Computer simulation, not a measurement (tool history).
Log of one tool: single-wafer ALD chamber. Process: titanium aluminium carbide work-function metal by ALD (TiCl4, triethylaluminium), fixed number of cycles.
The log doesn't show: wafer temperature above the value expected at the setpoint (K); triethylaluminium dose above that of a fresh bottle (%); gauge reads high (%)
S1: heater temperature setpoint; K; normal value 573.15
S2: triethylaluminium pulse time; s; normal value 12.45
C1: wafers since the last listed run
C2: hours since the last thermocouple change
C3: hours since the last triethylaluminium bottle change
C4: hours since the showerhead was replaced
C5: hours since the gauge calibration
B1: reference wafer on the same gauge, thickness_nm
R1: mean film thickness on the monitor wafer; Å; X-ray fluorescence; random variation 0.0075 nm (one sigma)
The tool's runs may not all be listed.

run   hour      S1     S2   C1      C2      C3      C4     C5     B1     R1
  1      0  573.15  12.45    0  1324.4  1499.4  4890.5  202.8  1.991  17.14
  2   12.6  573.15  12.45  157    1337    1512  4903.1  215.4  1.989  16.93
  3   22.9  573.15  12.45  129  1347.3  1522.3  4913.4  225.7  1.989  17.11
  4   46.5  573.15  14.17  295  1370.9  1545.9    4937  249.3  1.989  17.52
  5   52.6  573.15  12.45   76    1377    1552  4943.1  255.4   1.99  16.91
  6   68.1  573.15  12.45  194  1392.5  1567.5  4958.6  270.9  1.989  16.81
  7  108.9  573.15  12.45  511  1433.3  1608.3  4999.4  311.7  1.988  16.72
  8  118.5  573.15  12.45  120  1442.9  1617.9    5009  321.3   1.99  16.79
  9    126  576.15  12.45   93  1450.4  1625.4  5016.5  328.8  1.993  17.02
 10  138.8  576.15  12.45  160  1463.2  1638.2  5029.3  341.6  1.993  16.91
     154.6  -- thermocouple changed; heater temperature recalibrated
     155.4  -- triethylaluminium bottle replaced
 11  155.9  573.15  12.45  103     1.3     0.5  5046.4  358.7  1.987  17.96
 12  161.5  573.15  12.45   70     6.9     6.1    5052  364.3  1.988   17.9
 13  178.8  573.15  12.45  216    24.2    23.4  5069.3  381.6  1.988  17.85
 14  186.4  573.15   9.64   95    31.8      31  5076.9  389.2  1.991  17.13
 15  193.7  573.15   9.64   91    39.1    38.3  5084.2  396.5  1.993  17.29
 16  207.9  573.15  12.45  177    53.3    52.5  5098.4  410.7  1.992  18.09
 17    220  576.15  12.45  151    65.4    64.6  5110.5  422.8   1.99  18.34
 18  233.4  573.15  12.45  167    78.8      78  5123.9  436.2  1.991  17.86
 19  248.7  560.15   10.1  191    94.1    93.3  5139.2  451.5  1.989  16.29
 20  265.8  562.15  16.36  214   111.2   110.4  5156.3  468.6   1.99  17.27
 21  274.9  581.15  14.79  113   120.3   119.5  5165.4  477.7   1.99  18.78
 22  281.6  573.15  12.45   83     127   126.2  5172.1  484.4  1.991  17.97
 23  295.9  569.15  15.18  179   141.3   140.5  5186.4  498.7  1.992  17.83
       298  -- gauge calibrated
 24  310.2  568.15  11.07  179   155.6   154.8  5200.7   12.2  1.991  17.28
 25  327.7  561.15  12.45  219   173.1   172.3  5218.2   29.7  1.991  16.72
       341  -- showerhead replaced
 26  377.2  578.15  12.45  519   222.6   221.8    36.2   79.2  1.989  18.38
 27    393  587.15  15.73  197   238.4   237.6      52     95  1.989  19.29
 28  400.2  569.15  12.45   90   245.6   244.8    59.2  102.2  1.991  17.62
 29  414.9  573.15  12.45  184   260.3   259.5    73.9  116.9   1.99  17.85
 30  430.7  564.15  13.86  197   276.1   275.3    89.7  132.7   1.99  17.33
 31  439.4  573.15  12.45  108   284.8     284    98.4  141.4   1.99  17.75
 32  449.1  573.15  12.45  121   294.5   293.7   108.1  151.1  1.989  17.93
 33  464.8  564.15   7.88  196   310.2   309.4   123.8  166.8   1.99  15.36
 34  481.3  573.15  12.45  206   326.7   325.9   140.3  183.3  1.988  17.82

Consider 3 possible next runs. They are alternatives, not a sequence: every one starts from the tool as it was left by run 34. What does each give?
  A  481.7  573.15  15.31   5  327.1  326.3  140.7  183.7   ?   ?
  B  481.7  581.15   9.98   5  327.1  326.3  140.7  183.7   ?   ?
  C  481.7  585.15  14.23   5  327.1  326.3  140.7  183.7   ?   ?

run     B1     R1
  A  1.991  17.99
  B  1.991   17.9
  C  1.991  19.01
What these runs would have given with no unlogged condition in the tool:
run     R1
  A     18
  B  17.99
  C  19.04
